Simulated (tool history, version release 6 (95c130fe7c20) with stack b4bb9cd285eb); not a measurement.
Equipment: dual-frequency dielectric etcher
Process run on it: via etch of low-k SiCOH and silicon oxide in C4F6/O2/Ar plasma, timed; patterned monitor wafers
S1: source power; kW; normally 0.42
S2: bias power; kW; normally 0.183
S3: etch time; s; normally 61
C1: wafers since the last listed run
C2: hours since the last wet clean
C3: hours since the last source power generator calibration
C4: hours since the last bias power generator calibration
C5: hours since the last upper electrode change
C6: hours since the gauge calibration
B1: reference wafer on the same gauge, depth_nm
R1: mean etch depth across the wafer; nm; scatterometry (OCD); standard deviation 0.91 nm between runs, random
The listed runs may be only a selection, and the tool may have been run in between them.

run	hour	S1	S2	S3	C1	C2	C3	C4	C5	C6	B1	R1
1	0	0.42	0.209	61	0	623.5	2107.2	1623.4	4584.2	24.9	163.3	188
2	48.8	0.42	0.209	61	854	672.3	2156	1672.2	4633	73.7	163.1	187
3	106.5	0.42	0.215	61	1010	730	2213.7	1729.9	4690.7	131.4	163.1	190.5
# hour 138.4: wet clean of the chamber
4	159.5	0.42	0.215	61	507	21.1	2266.7	1782.9	4743.7	184.4	163.1	189
# hour 223.1: upper electrode replaced
5	223.6	0.42	0.215	61	702	85.2	2330.8	1847	0.5	248.5	163	187.1
6	488.1	0.42	0.183	61	4633	349.7	2595.3	2111.5	265	513	163.1	179.6
7	550.8	0.52	0.219	74	1098	412.4	2658	2174.2	327.7	575.7	162.9	248.2
8	715.6	0.38	0.224	52.5	2886	577.2	2822.8	2339	492.5	740.5	163	160.9
9	801.8	0.42	0.183	61	1509	663.4	2909	2425.2	578.7	826.7	162.9	177.5
10	851.4	0.42	0.183	46.5	868	713	2958.6	2474.8	628.3	876.3	163	136.1
# hour 910.2: wet clean of the chamber
11	910.7	0.42	0.209	61	618	0.5	3017.9	2534.1	687.6	935.6	163	187.4
12	955.5	0.42	0.156	61	784	45.3	3062.7	2578.9	732.4	980.4	162.9	168.4
13	1020.7	0.42	0.183	61	1142	110.5	3127.9	2644.1	797.6	1045.6	163.1	179.2
14	1068.5	0.39	0.209	71.5	837	158.3	3175.7	2691.9	845.4	1093.4	163.1	213.3
15	1114.4	0.42	0.183	61	804	204.2	3221.6	2737.8	891.3	1139.3	163.1	178.8
# hour 1127.2: source power generator calibrated
16	1163.1	0.42	0.167	61	782	252.9	35.9	2786.5	940	1188	163	172.6
17	1264.5	0.42	0.203	61	1776	354.3	137.3	2887.9	1041.4	1289.4	162.8	187.2
18	1329.9	0.38	0.198	72	1145	419.7	202.7	2953.3	1106.8	1354.8	162.7	210.8
19	1421.2	0.42	0.204	53	1599	511	294	3044.6	1198.1	1446.1	163.1	161.6
20	1468.6	0.39	0.209	71.5	830	558.4	341.4	3092	1245.5	1493.5	162.8	213.6
# hour 1487.7: bias power generator calibrated
# hour 1498.6: wet clean of the chamber
21	1541.1	0.42	0.183	61	1009	42.5	413.9	53.4	1318	1566	162.9	179.5
22	1641.8	0.49	0.203	49.5	1763	143.2	514.6	154.1	1418.7	1666.7	163	157.9
23	1689	0.35	0.218	76.5	826	190.4	561.8	201.3	1465.9	1713.9	162.9	227.2
24	1741.5	0.42	0.183	61	919	242.9	614.3	253.8	1518.4	1766.4	163.1	177.2
25	1818.4	0.52	0.211	56	1347	319.8	691.2	330.7	1595.3	1843.3	163.2	185.5
26	2048.9	0.42	0.183	70	4037	550.3	921.7	561.2	1825.8	2073.8	162.9	205.2
27	2133.3	0.42	0.183	55	1478	634.7	1006.1	645.6	1910.2	2158.2	162.9	160.1
# hour 2224.5: wet clean of the chamber
28	2225	0.42	0.139	55.5	1185	0.5	1097.8	737.3	2001.9	2249.9	162.7	148

Branching from run 28: 5 alternative next runs. What would each branch give?
A	2225.4	0.33	0.183	61	7	0.9	1098.2	737.7	2002.3	2250.3	?	?
B	2225.4	0.38	0.197	73.5	7	0.9	1098.2	737.7	2002.3	2250.3	?	?
C	2225.4	0.47	0.196	61	7	0.9	1098.2	737.7	2002.3	2250.3	?	?
D	2225.4	0.42	0.163	61	7	0.9	1098.2	737.7	2002.3	2250.3	?	?
E	2225.4	0.42	0.196	74	7	0.9	1098.2	737.7	2002.3	2250.3	?	?

run	B1	R1
A	163	167.4
B	163	216.1
C	163	191.4
D	163	172.8
E	163	224
Without the tool's unlogged condition, the same runs would have read:
run	R1
A	167.4
B	216.1
C	191.4
D	172.8
E	224

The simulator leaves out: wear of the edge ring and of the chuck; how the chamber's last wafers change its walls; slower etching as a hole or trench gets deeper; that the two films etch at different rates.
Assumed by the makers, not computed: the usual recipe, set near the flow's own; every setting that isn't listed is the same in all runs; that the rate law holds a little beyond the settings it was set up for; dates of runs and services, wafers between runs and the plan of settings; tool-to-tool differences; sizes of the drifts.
